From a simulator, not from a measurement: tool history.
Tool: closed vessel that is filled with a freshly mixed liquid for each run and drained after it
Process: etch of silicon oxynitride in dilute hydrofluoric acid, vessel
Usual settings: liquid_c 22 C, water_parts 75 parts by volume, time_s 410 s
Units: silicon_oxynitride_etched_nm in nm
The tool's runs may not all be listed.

| run | hour | liquid_c | water_parts | time_s | read-back film thickness of the silicon oxynitride reference wafer, read on the same gauge (nm) | silicon_oxynitride_etched_nm |
|---|---|---|---|---|---|---|
| 1 | 0 | 22 | 75 | 410 | 50.02 | 17.53 |
| 2 | 17.2 | 21 | 75 | 410 | 50.05 | 16.72 |
| 3 | 52.6 | 21 | 75 | 410 | 50 | 16.89 |
| 4 | 67.5 | 22 | 75 | 410 | 49.99 | 17.66 |
| 5 | 90.6 | 22 | 75 | 490 | 49.99 | 21.09 |
| 6 | 117.3 | 22 | 75 | 410 | 49.99 | 17.58 |
| 7 | 134.9 | 22 | 75 | 410 | 49.99 | 17.57 |
| 8 | 150.3 | 22 | 75 | 410 | 50 | 17.73 |
| 9 | 176.3 | 22 | 75 | 315 | 49.97 | 13.5 |
| 10 | 198.9 | 22 | 75 | 315 | 49.98 | 13.53 |
| 11 | 290.5 | 22 | 75 | 315 | 50 | 13.58 |
| 12 | 325.7 | 22 | 75 | 270 | 49.98 | 11.71 |
| 13 | 355 | 22 | 75 | 270 | 50 | 11.73 |
| 14 | 460.7 | 22 | 75 | 410 | 50.01 | 17.43 |
| 15 | 518.3 | 23.5 | 105 | 410 | 50.03 | 12.94 |
| 16 | 538.2 | 23.5 | 105 | 410 | 50.01 | 13.14 |
| 17 | 568.7 | 20.5 | 100 | 295 | 50.05 | 8.59 |
| 18 | 588.3 | 23.5 | 105 | 410 | 50.01 | 13.13 |
| 19 | 604.1 | 19 | 55 | 225 | 50.03 | 11.46 |
| 20 | 624.9 | 19 | 55 | 540 | 49.99 | 27.49 |
| 21 | 717.6 | 22 | 65 | 175 | 50.03 | 8.67 |
| 22 | 739.2 | 22 | 75 | 410 | 50.02 | 17.55 |
| 23 | 756.1 | 22 | 75 | 410 | 50.07 | 17.53 |
| 24 | 784.2 | 24 | 45 | 220 | 49.99 | 17.77 |
| 25 | 819 | 22 | 75 | 410 | 49.99 | 17.53 |
| 26 | 850.8 | 22 | 75 | 230 | 50 | 9.93 |
| 27 | 880 | 18.5 | 75 | 495 | 49.97 | 17.91 |
| 28 | 904.7 | 22 | 75 | 310 | 49.96 | 13.47 |
| 29 | 936.9 | 18.5 | 60 | 410 | 49.97 | 18.77 |
| 30 | 951.9 | 18 | 75 | 180 | 50.03 | 6.38 |
| 31 | 967.7 | 17.5 | 75 | 605 | 50.01 | 20.94 |
| 32 | 984.7 | 20 | 75 | 205 | 50.02 | 8.1 |

Taken out of this log: 3 entries between the listed runs. Where each belongs, and how the hidden state differs across it:
Between runs 11 and 12: gauge calibrated (hour 317.3)
  hydrofluoric acid flow above the setpoint (%): 1.97 -> 2.11
  measured less the result without the state, silicon_oxynitride_etched_nm: +0.27 -> +0.25 nm
Between runs 13 and 14: hydrofluoric acid flow meter replaced (hour 438.4)
  hydrofluoric acid flow above the setpoint (%): 2.21 -> 0.112
  measured less the result without the state, silicon_oxynitride_etched_nm: +0.27 -> +0.02 nm
Between runs 20 and 21: thermometer replaced (hour 626.9)
  hydrofluoric acid flow above the setpoint (%): 0.722 -> 1.07
  measured less the result without the state, silicon_oxynitride_etched_nm: +0.2 -> +0.1 nm

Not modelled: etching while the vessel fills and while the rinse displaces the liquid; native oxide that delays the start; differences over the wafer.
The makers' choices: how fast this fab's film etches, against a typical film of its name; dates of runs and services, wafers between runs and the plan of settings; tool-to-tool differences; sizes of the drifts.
